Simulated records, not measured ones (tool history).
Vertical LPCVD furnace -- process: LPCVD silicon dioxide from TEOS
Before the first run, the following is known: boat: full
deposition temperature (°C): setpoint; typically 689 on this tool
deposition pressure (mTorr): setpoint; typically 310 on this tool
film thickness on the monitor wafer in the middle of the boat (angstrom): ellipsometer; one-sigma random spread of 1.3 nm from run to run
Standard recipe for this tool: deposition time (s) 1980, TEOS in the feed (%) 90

run	hour	deposition temperature (°C)	deposition pressure (mTorr)	deposition time (s)	TEOS in the feed (%)	wafers since the last listed run	hours since the last temperature calibration	hours since the pressure gauge was zeroed	hours since the TEOS flow controller was replaced	hours since the gauge calibration	read-back reference wafer on the same gauge, thickness	film thickness on the monitor wafer in the middle of the boat (angstrom)
1	0.0	689	310	1980	90	0	1533.3	1251.8	2697.5	241.1	258.12	2652.7
2	64.1	689	310	1980	90	518	1597.4	1315.9	2761.6	305.2	257.95	2644.0
3	88.6	689	310	1980	90	198	1621.9	1340.4	2786.1	329.7	258.04	2623.6
4	159.7	689	310	2580	90	575	1693.0	1411.5	2857.2	400.8	257.94	3478.3
5	186.6	689	310	2580	90	217	1719.9	1438.4	2884.1	427.7	258.52	3471.5
6	245.8	689	310	2580	90	479	1779.1	1497.6	2943.3	486.9	258.63	3471.4
# hour 287.7: pressure gauge zeroed
7	311.1	686	310	1980	90	334	1844.4	23.4	3008.6	552.2	257.85	2469.7
8	367.3	689	310	1980	81	454	1900.6	79.6	3064.8	608.4	257.64	2569.8
# hour 445.0: thermocouples replaced and temperature profile calibrated
9	445.5	689	310	1980	81	438	0.5	157.8	3143.0	686.6	258.03	2349.8
10	464.4	689	310	1980	81	152	19.4	176.7	3161.9	705.5	258.30	2366.5
11	529.1	679	310	1980	97	523	84.1	241.4	3226.6	770.2	258.18	2043.1
12	557.7	693	335	1980	90	231	112.7	270.0	3255.2	798.8	258.40	2840.2
# hour 564.1: gauge calibrated
# hour 595.1: TEOS flow controller replaced
13	595.6	689	310	1980	90	112	150.6	307.9	0.5	31.5	258.35	2503.8
14	629.0	689	310	1470	97	270	184.0	341.3	33.9	64.9	258.27	1926.3
15	686.5	689	310	2760	90	465	241.5	398.8	91.4	122.4	258.24	3508.2
16	732.0	680	310	1410	90	368	287.0	444.3	136.9	167.9	258.04	1443.9
17	771.5	689	285	1980	90	319	326.5	483.8	176.4	207.4	257.74	2414.9
18	818.7	689	310	1770	90	382	373.7	531.0	223.6	254.6	257.75	2241.8
19	860.7	689	310	1980	90	339	415.7	573.0	265.6	296.6	257.72	2514.0

Branching from run 19: 5 alternative next runs. What would each branch give?
A	865.5	689	310	2190	90	38	420.5	577.8	270.4	301.4	?	?
B	865.5	683	310	1980	97	38	420.5	577.8	270.4	301.4	?	?
C	865.5	696	340	1980	95	38	420.5	577.8	270.4	301.4	?	?
D	865.5	689	310	2610	90	38	420.5	577.8	270.4	301.4	?	?
E	865.5	689	310	1980	97	38	420.5	577.8	270.4	301.4	?	?

run	read-back reference wafer on the same gauge, thickness	film thickness on the monitor wafer in the middle of the boat (angstrom)
A	258.06	2787.4
B	258.06	2266.9
C	258.06	3197.8
D	258.06	3321.9
E	258.06	2616.3
Had the tool no hidden state, the same runs would have come out as:
run	film thickness on the monitor wafer in the middle of the boat (angstrom)
A	2703.7
B	2198.0
C	3103.1
D	3222.2
E	2537.7

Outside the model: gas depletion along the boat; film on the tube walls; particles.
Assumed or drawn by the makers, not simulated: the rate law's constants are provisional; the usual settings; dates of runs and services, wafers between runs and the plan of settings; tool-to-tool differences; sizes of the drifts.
